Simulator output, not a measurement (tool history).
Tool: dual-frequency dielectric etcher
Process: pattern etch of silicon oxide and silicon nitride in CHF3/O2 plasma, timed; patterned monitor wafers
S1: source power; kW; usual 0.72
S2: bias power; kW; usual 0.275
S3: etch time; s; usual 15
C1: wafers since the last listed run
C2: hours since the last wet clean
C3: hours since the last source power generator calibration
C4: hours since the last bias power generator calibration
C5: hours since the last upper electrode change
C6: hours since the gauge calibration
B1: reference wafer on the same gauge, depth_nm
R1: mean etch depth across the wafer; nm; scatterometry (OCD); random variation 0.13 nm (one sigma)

{"run": 1, "hour": 0.0, "S1": 0.72, "S2": 0.275, "S3": 15, "C1": 0, "C2": 431.3, "C3": 3410.2, "C4": 4262.5, "C5": 4862.7, "C6": 95.9, "B1": 33.93, "R1": 30.67}
{"hour": 39.3, "done": "wet clean of the chamber"}
{"run": 2, "hour": 39.8, "S1": 0.72, "S2": 0.275, "S3": 15, "C1": 215, "C2": 0.5, "C3": 3450, "C4": 4302.3, "C5": 4902.5, "C6": 135.7, "B1": 33.97, "R1": 29.55}
{"run": 3, "hour": 46.0, "S1": 0.72, "S2": 0.275, "S3": 15, "C1": 84, "C2": 6.7, "C3": 3456.2, "C4": 4308.5, "C5": 4908.7, "C6": 141.9, "B1": 34.06, "R1": 29.94}
{"run": 4, "hour": 72.6, "S1": 0.72, "S2": 0.275, "S3": 15, "C1": 363, "C2": 33.3, "C3": 3482.8, "C4": 4335.1, "C5": 4935.3, "C6": 168.5, "B1": 34.01, "R1": 30.07}
{"run": 5, "hour": 108.2, "S1": 0.72, "S2": 0.324, "S3": 15, "C1": 486, "C2": 68.9, "C3": 3518.4, "C4": 4370.7, "C5": 4970.9, "C6": 204.1, "B1": 34.03, "R1": 32.54}
{"hour": 130.5, "done": "source power generator calibrated"}
{"run": 6, "hour": 139.4, "S1": 0.72, "S2": 0.324, "S3": 15, "C1": 371, "C2": 100.1, "C3": 8.9, "C4": 4401.9, "C5": 5002.1, "C6": 235.3, "B1": 34.02, "R1": 32.27}
{"hour": 171.2, "done": "bias power generator calibrated"}
{"run": 7, "hour": 244.4, "S1": 0.72, "S2": 0.275, "S3": 15, "C1": 1380, "C2": 205.1, "C3": 113.9, "C4": 73.2, "C5": 5107.1, "C6": 340.3, "B1": 34.01, "R1": 30.38}
{"hour": 287.6, "done": "upper electrode replaced"}
{"run": 8, "hour": 288.1, "S1": 0.72, "S2": 0.275, "S3": 18, "C1": 269, "C2": 248.8, "C3": 157.6, "C4": 116.9, "C5": 0.5, "C6": 384, "B1": 34.01, "R1": 35.98}
{"run": 9, "hour": 288.5, "S1": 0.72, "S2": 0.275, "S3": 15, "C1": 5, "C2": 249.2, "C3": 158, "C4": 117.3, "C5": 0.9, "C6": 384.4, "B1": 33.98, "R1": 30.37}
{"run": 10, "hour": 295.9, "S1": 0.72, "S2": 0.275, "S3": 15, "C1": 101, "C2": 256.6, "C3": 165.4, "C4": 124.7, "C5": 8.3, "C6": 391.8, "B1": 34.03, "R1": 30.27}
{"run": 11, "hour": 313.1, "S1": 0.72, "S2": 0.275, "S3": 16, "C1": 235, "C2": 273.8, "C3": 182.6, "C4": 141.9, "C5": 25.5, "C6": 409, "B1": 33.98, "R1": 32.43}
{"run": 12, "hour": 325.1, "S1": 0.9, "S2": 0.333, "S3": 15, "C1": 164, "C2": 285.8, "C3": 194.6, "C4": 153.9, "C5": 37.5, "C6": 421, "B1": 33.95, "R1": 35.83}
{"run": 13, "hour": 347.5, "S1": 0.79, "S2": 0.332, "S3": 11.5, "C1": 306, "C2": 308.2, "C3": 217, "C4": 176.3, "C5": 59.9, "C6": 443.4, "B1": 33.98, "R1": 25.93}
{"run": 14, "hour": 367.3, "S1": 0.72, "S2": 0.275, "S3": 19, "C1": 270, "C2": 328, "C3": 236.8, "C4": 196.1, "C5": 79.7, "C6": 463.2, "B1": 33.98, "R1": 38.58}
{"run": 15, "hour": 387.4, "S1": 0.6, "S2": 0.242, "S3": 15, "C1": 274, "C2": 348.1, "C3": 256.9, "C4": 216.2, "C5": 99.8, "C6": 483.3, "B1": 33.95, "R1": 26.98}
{"run": 16, "hour": 407.1, "S1": 0.79, "S2": 0.275, "S3": 18, "C1": 269, "C2": 367.8, "C3": 276.6, "C4": 235.9, "C5": 119.5, "C6": 503, "B1": 34.05, "R1": 37.83}
{"hour": 420.3, "done": "gauge calibrated"}
{"run": 17, "hour": 437.3, "S1": 0.54, "S2": 0.321, "S3": 11.5, "C1": 412, "C2": 398, "C3": 306.8, "C4": 266.1, "C5": 149.7, "C6": 17, "B1": 33.99, "R1": 23.03}
{"hour": 476.6, "done": "wet clean of the chamber"}
{"run": 18, "hour": 477.1, "S1": 0.86, "S2": 0.331, "S3": 15, "C1": 215, "C2": 0.5, "C3": 346.6, "C4": 305.9, "C5": 189.5, "C6": 56.8, "B1": 33.98, "R1": 34.6}
{"run": 19, "hour": 484.7, "S1": 0.85, "S2": 0.307, "S3": 12.5, "C1": 103, "C2": 8.1, "C3": 354.2, "C4": 313.5, "C5": 197.1, "C6": 64.4, "B1": 33.98, "R1": 27.69}
{"run": 20, "hour": 509.3, "S1": 0.87, "S2": 0.234, "S3": 15, "C1": 336, "C2": 32.7, "C3": 378.8, "C4": 338.1, "C5": 221.7, "C6": 89, "B1": 33.95, "R1": 29.77}
{"run": 21, "hour": 541.7, "S1": 0.8, "S2": 0.334, "S3": 15, "C1": 442, "C2": 65.1, "C3": 411.2, "C4": 370.5, "C5": 254.1, "C6": 121.4, "B1": 33.98, "R1": 34.14}
{"run": 22, "hour": 572.8, "S1": 0.72, "S2": 0.275, "S3": 15, "C1": 425, "C2": 96.2, "C3": 442.3, "C4": 401.6, "C5": 285.2, "C6": 152.5, "B1": 34.02, "R1": 29.96}
{"run": 23, "hour": 589.4, "S1": 0.8, "S2": 0.275, "S3": 15, "C1": 226, "C2": 112.8, "C3": 458.9, "C4": 418.2, "C5": 301.8, "C6": 169.1, "B1": 33.99, "R1": 31.21}
{"run": 24, "hour": 616.0, "S1": 0.72, "S2": 0.275, "S3": 15, "C1": 363, "C2": 139.4, "C3": 485.5, "C4": 444.8, "C5": 328.4, "C6": 195.7, "B1": 34.01, "R1": 29.96}
{"run": 25, "hour": 646.7, "S1": 0.79, "S2": 0.312, "S3": 18.5, "C1": 419, "C2": 170.1, "C3": 516.2, "C4": 475.5, "C5": 359.1, "C6": 226.4, "B1": 34.03, "R1": 40.6}
{"run": 26, "hour": 659.5, "S1": 0.63, "S2": 0.32, "S3": 15, "C1": 174, "C2": 182.9, "C3": 529, "C4": 488.3, "C5": 371.9, "C6": 239.2, "B1": 34.03, "R1": 31.12}
{"run": 27, "hour": 671.9, "S1": 0.72, "S2": 0.275, "S3": 15, "C1": 169, "C2": 195.3, "C3": 541.4, "C4": 500.7, "C5": 384.3, "C6": 251.6, "B1": 33.97, "R1": 30.33}
{"run": 28, "hour": 703.6, "S1": 0.72, "S2": 0.235, "S3": 15, "C1": 433, "C2": 227, "C3": 573.1, "C4": 532.4, "C5": 416, "C6": 283.3, "B1": 33.97, "R1": 28.35}
{"run": 29, "hour": 738.6, "S1": 0.72, "S2": 0.275, "S3": 15, "C1": 478, "C2": 262, "C3": 608.1, "C4": 567.4, "C5": 451, "C6": 318.3, "B1": 33.98, "R1": 30.49}

Forecast each of these 5 alternatives for the next run:
{"run": "A", "hour": 739.0, "S1": 0.72, "S2": 0.233, "S3": 15, "C1": 5, "C2": 262.4, "C3": 608.5, "C4": 567.8, "C5": 451.4, "C6": 318.7, "B1": "?", "R1": "?"}
{"run": "B", "hour": 739.0, "S1": 0.72, "S2": 0.241, "S3": 15, "C1": 5, "C2": 262.4, "C3": 608.5, "C4": 567.8, "C5": 451.4, "C6": 318.7, "B1": "?", "R1": "?"}
{"run": "C", "hour": 739.0, "S1": 0.82, "S2": 0.275, "S3": 13, "C1": 5, "C2": 262.4, "C3": 608.5, "C4": 567.8, "C5": 451.4, "C6": 318.7, "B1": "?", "R1": "?"}
{"run": "D", "hour": 739.0, "S1": 0.78, "S2": 0.275, "S3": 18.5, "C1": 5, "C2": 262.4, "C3": 608.5, "C4": 567.8, "C5": 451.4, "C6": 318.7, "B1": "?", "R1": "?"}
{"run": "E", "hour": 739.0, "S1": 0.85, "S2": 0.302, "S3": 15, "C1": 5, "C2": 262.4, "C3": 608.5, "C4": 567.8, "C5": 451.4, "C6": 318.7, "B1": "?", "R1": "?"}

run=A B1=33.99 R1=28.07
run=B B1=33.99 R1=28.52
run=C B1=33.99 R1=27.48
run=D B1=33.99 R1=38.44
run=E B1=33.99 R1=33.5
Without the tool's hidden state the same runs would have given:
run=A R1=27.54
run=B R1=27.98
run=C R1=26.96
run=D R1=37.71
run=E R1=32.87
